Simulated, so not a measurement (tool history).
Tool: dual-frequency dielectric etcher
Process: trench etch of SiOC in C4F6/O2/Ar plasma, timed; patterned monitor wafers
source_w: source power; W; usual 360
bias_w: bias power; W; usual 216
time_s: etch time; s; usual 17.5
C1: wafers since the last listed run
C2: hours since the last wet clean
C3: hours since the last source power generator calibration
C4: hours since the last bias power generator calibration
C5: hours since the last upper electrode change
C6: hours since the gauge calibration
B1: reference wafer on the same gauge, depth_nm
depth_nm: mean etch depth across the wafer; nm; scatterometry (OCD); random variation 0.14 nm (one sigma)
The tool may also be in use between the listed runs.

run 1 hour=0 | source_w=360 bias_w=216 time_s=17.5 | C1=0 C2=537.5 C3=2211 C4=2051.6 C5=5015.9 C6=913.4 | B1=35.63 | depth_nm=36.72
run 2 hour=28.7 | source_w=360 bias_w=216 time_s=17.5 | C1=644 C2=566.2 C3=2239.7 C4=2080.3 C5=5044.6 C6=942.1 | B1=35.66 | depth_nm=36.62
-- hour=118.3 wet clean of the chamber
run 3 hour=229.7 | source_w=360 bias_w=216 time_s=17.5 | C1=3975 C2=111.4 C3=2440.7 C4=2281.3 C5=5245.6 C6=1143.1 | B1=35.72 | depth_nm=36.42
run 4 hour=280.9 | source_w=360 bias_w=216 time_s=17.5 | C1=1149 C2=162.6 C3=2491.9 C4=2332.5 C5=5296.8 C6=1194.3 | B1=35.69 | depth_nm=36.64
run 5 hour=305.3 | source_w=360 bias_w=216 time_s=17.5 | C1=548 C2=187 C3=2516.3 C4=2356.9 C5=5321.2 C6=1218.7 | B1=35.69 | depth_nm=36.76
run 6 hour=345.2 | source_w=360 bias_w=216 time_s=17.5 | C1=896 C2=226.9 C3=2556.2 C4=2396.8 C5=5361.1 C6=1258.6 | B1=35.72 | depth_nm=36.73
-- hour=362.2 gauge calibrated
run 7 hour=371.9 | source_w=360 bias_w=216 time_s=17.5 | C1=599 C2=253.6 C3=2582.9 C4=2423.5 C5=5387.8 C6=9.7 | B1=35.7 | depth_nm=36.42
run 8 hour=411.1 | source_w=360 bias_w=216 time_s=17.5 | C1=880 C2=292.8 C3=2622.1 C4=2462.7 C5=5427 C6=48.9 | B1=35.67 | depth_nm=36.41
run 9 hour=454.2 | source_w=360 bias_w=216 time_s=17.5 | C1=967 C2=335.9 C3=2665.2 C4=2505.8 C5=5470.1 C6=92 | B1=35.74 | depth_nm=36.46
run 10 hour=520.5 | source_w=360 bias_w=216 time_s=19.5 | C1=1489 C2=402.2 C3=2731.5 C4=2572.1 C5=5536.4 C6=158.3 | B1=35.65 | depth_nm=40.74
run 11 hour=590.7 | source_w=280 bias_w=163 time_s=15.5 | C1=1576 C2=472.4 C3=2801.7 C4=2642.3 C5=5606.6 C6=228.5 | B1=35.71 | depth_nm=25.48
run 12 hour=656.7 | source_w=450 bias_w=270 time_s=19 | C1=1482 C2=538.4 C3=2867.7 C4=2708.3 C5=5672.6 C6=294.5 | B1=35.72 | depth_nm=47.88
-- hour=696.5 wet clean of the chamber
run 13 hour=701.1 | source_w=360 bias_w=199 time_s=17.5 | C1=458 C2=4.6 C3=2912.1 C4=2752.7 C5=5717 C6=338.9 | B1=35.71 | depth_nm=35.07
-- hour=761 source power generator calibrated
-- hour=782.6 upper electrode replaced
run 14 hour=812.2 | source_w=360 bias_w=216 time_s=12.5 | C1=1918 C2=115.7 C3=51.2 C4=2863.8 C5=29.6 C6=450 | B1=35.7 | depth_nm=26.62
run 15 hour=852.3 | source_w=330 bias_w=263 time_s=14 | C1=900 C2=155.8 C3=91.3 C4=2903.9 C5=69.7 C6=490.1 | B1=35.71 | depth_nm=31.49
run 16 hour=914.7 | source_w=360 bias_w=268 time_s=17.5 | C1=1401 C2=218.2 C3=153.7 C4=2966.3 C5=132.1 C6=552.5 | B1=35.69 | depth_nm=41.23
run 17 hour=968.8 | source_w=300 bias_w=176 time_s=13 | C1=1215 C2=272.3 C3=207.8 C4=3020.4 C5=186.2 C6=606.6 | B1=35.67 | depth_nm=23.42
-- hour=1115.9 bias power generator calibrated
run 18 hour=1169.3 | source_w=400 bias_w=193 time_s=14 | C1=4413 C2=472.8 C3=408.3 C4=53.4 C5=386.7 C6=807.1 | B1=35.71 | depth_nm=29.26
run 19 hour=1209.8 | source_w=310 bias_w=235 time_s=15 | C1=909 C2=513.3 C3=448.8 C4=93.9 C5=427.2 C6=847.6 | B1=35.7 | depth_nm=30.76
run 20 hour=1257.4 | source_w=360 bias_w=216 time_s=20 | C1=1069 C2=560.9 C3=496.4 C4=141.5 C5=474.8 C6=895.2 | B1=35.7 | depth_nm=42.17

The next listed run, before its measurement:
run 21 hour=1281.9 | source_w=360 bias_w=216 time_s=17.5 | C1=550 C2=585.4 C3=520.9 C4=166 C5=499.3 C6=919.7 | B1=? | depth_nm=?

Run 21 gave B1 35.7, depth_nm 36.92 nm.
Without the tool's hidden state the same run would have given depth_nm 36.65 nm.

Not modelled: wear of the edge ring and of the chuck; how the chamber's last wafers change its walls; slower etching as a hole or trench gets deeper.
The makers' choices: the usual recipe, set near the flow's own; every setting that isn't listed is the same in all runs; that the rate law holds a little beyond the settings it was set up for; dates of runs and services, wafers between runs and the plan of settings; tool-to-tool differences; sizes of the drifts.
